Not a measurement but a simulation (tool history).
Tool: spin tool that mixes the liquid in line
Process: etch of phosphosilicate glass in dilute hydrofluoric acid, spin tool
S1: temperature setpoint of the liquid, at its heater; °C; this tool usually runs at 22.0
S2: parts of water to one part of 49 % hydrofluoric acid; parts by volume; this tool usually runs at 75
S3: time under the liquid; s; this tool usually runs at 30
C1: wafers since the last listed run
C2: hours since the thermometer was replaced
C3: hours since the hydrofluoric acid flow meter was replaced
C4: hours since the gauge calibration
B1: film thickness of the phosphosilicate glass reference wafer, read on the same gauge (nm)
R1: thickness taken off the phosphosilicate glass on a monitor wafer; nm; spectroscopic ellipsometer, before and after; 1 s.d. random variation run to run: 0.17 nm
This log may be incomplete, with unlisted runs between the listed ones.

run,day,S1,S2,S3,C1,C2,C3,C4,B1,R1
1,0.000,22.0,75,30,0,1212.9,952.7,1644.1,79.97,21.38
2,1.250,22.0,75,30,545,1242.9,982.7,1674.1,80.00,21.59
3,3.888,22.0,75,30,1150,1306.2,1046.0,1737.4,80.00,21.33
4,5.308,22.0,75,30,619,1340.3,1080.1,1771.5,80.01,21.21
5,8.029,22.0,75,30,1187,1405.6,1145.4,1836.8,80.03,21.05
6,10.692,22.0,75,30,1161,1469.5,1209.3,1900.7,80.02,21.04
7,13.000,22.0,75,30,1007,1524.9,1264.7,1956.1,80.02,21.33
8,15.254,22.0,55,30,983,1579.0,1318.8,2010.2,79.97,29.59
9,20.300,22.0,75,30,2201,1700.1,1439.9,2131.3,80.01,20.86
10,22.700,25.5,45,15,1047,1757.7,1497.5,2188.9,79.97,20.59
11,24.900,24.0,75,45,959,1810.5,1550.3,2241.7,80.01,34.20
12,29.417,22.0,100,45,1970,1918.9,1658.7,2350.1,80.02,22.89
13,31.538,22.0,40,30,925,1969.8,1709.6,2401.0,80.01,40.87
14,32.883,22.0,75,30,587,2002.1,1741.9,2433.3,79.99,20.94
15,35.404,22.0,75,30,1099,2062.6,1802.4,2493.8,80.00,21.00
16,37.808,22.0,75,30,1048,2120.3,1860.1,2551.5,80.05,20.85
17,38.858,22.0,40,25,458,2145.5,1885.3,2576.7,79.99,34.24
18,41.042,22.0,75,45,952,2197.9,1937.7,2629.1,80.01,31.03
19,49.512,22.0,75,30,3695,2401.2,2141.0,2832.4,79.99,20.85
20,50.662,25.5,100,25,501,2428.8,2168.6,2860.0,79.98,14.78
# day 53.421: gauge calibrated
21,56.696,22.0,75,30,2632,2573.6,2313.4,78.6,80.01,20.38
# day 57.942: thermometer replaced
22,58.342,17.5,75,30,699,9.6,2352.9,118.1,80.00,17.86
# day 59.704: hydrofluoric acid flow meter replaced
23,66.117,22.0,95,30,3374,196.2,153.9,304.7,79.97,16.75
24,68.933,22.0,40,30,1228,263.8,221.5,372.3,79.98,42.22
25,71.858,20.0,105,45,1276,334.0,291.7,442.5,80.04,20.80
26,74.512,25.5,50,15,1158,397.7,355.4,506.2,80.03,19.47
27,81.325,22.0,40,25,2972,561.2,518.9,669.7,80.04,34.78
28,84.258,18.5,40,30,1279,631.6,589.3,740.1,80.01,36.34
29,86.321,22.0,110,40,899,681.1,638.8,789.6,80.01,18.87
30,87.692,24.0,45,45,598,714.0,671.7,822.5,80.00,61.09
31,89.688,22.0,95,30,870,761.9,719.6,870.4,79.99,16.50
32,92.579,19.5,35,20,1261,831.3,789.0,939.8,79.99,29.25

Below are 4 alternative next runs, each starting from the tool's condition after run 32. Predict each:
A,92.596,22.0,90,30,7,831.7,789.4,940.2,?,?
B,92.596,18.5,45,25,7,831.7,789.4,940.2,?,?
C,92.596,18.0,40,45,7,831.7,789.4,940.2,?,?
D,92.596,27.0,35,20,7,831.7,789.4,940.2,?,?

run,B1,R1
A,79.96,17.39
B,79.96,26.36
C,79.96,52.54
D,79.96,39.27
With the hidden condition removed and each run's random variation left untouched, the same runs would have given:
run,R1
A,17.72
B,26.90
C,53.62
D,40.03

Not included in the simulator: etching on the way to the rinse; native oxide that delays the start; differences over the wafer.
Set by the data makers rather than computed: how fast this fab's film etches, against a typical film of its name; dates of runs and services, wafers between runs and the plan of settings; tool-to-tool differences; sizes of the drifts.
